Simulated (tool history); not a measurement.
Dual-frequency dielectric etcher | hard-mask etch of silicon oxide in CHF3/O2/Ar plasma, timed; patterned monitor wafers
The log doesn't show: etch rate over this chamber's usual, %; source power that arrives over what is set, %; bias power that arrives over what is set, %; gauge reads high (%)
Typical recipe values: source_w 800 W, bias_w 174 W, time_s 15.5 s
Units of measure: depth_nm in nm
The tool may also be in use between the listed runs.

run,day,source_w,bias_w,time_s,wafers since the last listed run,hours since the last wet clean,hours since the last source power generator calibration,hours since the last bias power generator calibration,hours since the last upper electrode change,hours since the gauge calibration,"read-back reference wafer on the same gauge, depth_nm",depth_nm
1,0,800,174,15.5,0,96.3,3130.9,2485.1,5106.6,1595.5,35.13,34.17
2,1.8,650,174,15.5,642,139.5,3174.1,2528.3,5149.8,1638.7,35.11,31.62
# day 4.429: upper electrode replaced
3,4.571,650,174,15.5,632,206,3240.6,2594.8,3.4,1705.2,35.09,32.14
4,5.867,670,174,12,462,237.1,3271.7,2625.9,34.5,1736.3,35.07,25.11
# day 7.104: source power generator calibrated
# day 8.717: gauge calibrated
5,8.733,800,186,17.5,964,305.9,39.1,2694.7,103.3,0.4,35.11,41.26
# day 10.462: bias power generator calibrated
6,10.808,730,196,17.5,681,355.7,88.9,8.3,153.1,50.2,35.1,40.59
7,12.588,690,174,15.5,635,398.4,131.6,51,195.8,92.9,35.08,33.9
8,14.371,800,174,15.5,636,441.2,174.4,93.8,238.6,135.7,35.13,35.73
9,16.621,800,174,15.5,803,495.2,228.4,147.8,292.6,189.7,35.11,35.84
# day 19.304: wet clean of the chamber
10,19.325,800,174,15.5,608,0.5,293.3,212.7,357.5,254.6,35.08,34.26
11,22.042,890,210,14,970,65.7,358.5,277.9,422.7,319.8,35.1,34.86
12,27.167,800,174,15.5,1830,188.7,481.5,400.9,545.7,442.8,35.11,34.36
13,34.708,900,190,14,2692,369.7,662.5,581.9,726.7,623.8,35.11,34.29
14,36.588,670,159,12.5,671,414.8,707.6,627,771.8,668.9,35.1,25.69
15,38.042,800,149,15.5,519,449.7,742.5,661.9,806.7,703.8,35.07,33.39
# day 39.321: wet clean of the chamber
16,39.342,920,174,15.5,107,0.5,773.7,693.1,837.9,735,35.09,35.38
17,40.504,800,174,15.5,415,28.4,801.6,721,865.8,762.9,35.05,33.67
18,43.317,800,200,13,1004,95.9,869.1,788.5,933.3,830.4,35.09,30.11
19,45.538,860,174,15.5,793,149.2,922.4,841.8,986.6,883.7,35.13,34.82
20,47.604,800,174,15.5,737,198.8,972,891.4,1036.2,933.3,35.12,34.24
21,49.9,800,174,15.5,819,253.9,1027.1,946.5,1091.3,988.4,35.1,34.61
22,51.229,680,157,12,474,285.8,1059,978.4,1123.2,1020.3,35.14,23.93
23,53.775,800,174,15.5,909,346.9,1120.1,1039.5,1184.3,1081.4,35.1,34.69
24,55.708,800,174,15.5,690,393.3,1166.5,1085.9,1230.7,1127.8,35.13,34.77
25,58.525,800,174,12,1005,460.9,1234.1,1153.5,1298.3,1195.4,35.11,26.92
# day 61.35: wet clean of the chamber
26,61.371,960,174,19.5,659,0.5,1302.4,1221.8,1366.6,1263.7,35.13,46.1
27,61.521,800,154,14.5,53,4.1,1306,1225.4,1370.2,1267.3,35.06,30.54
28,63.258,680,136,18,620,45.8,1347.7,1267.1,1411.9,1309,35.09,34.07

Forecast each of these 5 alternatives for the next run:
A,63.275,800,174,15.5,5,46.2,1348.1,1267.5,1412.3,1309.4,?,?
B,63.275,940,206,12.5,5,46.2,1348.1,1267.5,1412.3,1309.4,?,?
C,63.275,910,174,20,5,46.2,1348.1,1267.5,1412.3,1309.4,?,?
D,63.275,800,137,12,5,46.2,1348.1,1267.5,1412.3,1309.4,?,?
E,63.275,720,174,12.5,5,46.2,1348.1,1267.5,1412.3,1309.4,?,?

run,"read-back reference wafer on the same gauge, depth_nm",depth_nm
A,35.08,34.48
B,35.08,31.54
C,35.08,46.67
D,35.08,24.31
E,35.08,26.74
Stripped of hidden state, with their random variation kept, the same runs would have yielded:
run,depth_nm
A,34.77
B,31.81
C,47.07
D,24.52
E,26.97

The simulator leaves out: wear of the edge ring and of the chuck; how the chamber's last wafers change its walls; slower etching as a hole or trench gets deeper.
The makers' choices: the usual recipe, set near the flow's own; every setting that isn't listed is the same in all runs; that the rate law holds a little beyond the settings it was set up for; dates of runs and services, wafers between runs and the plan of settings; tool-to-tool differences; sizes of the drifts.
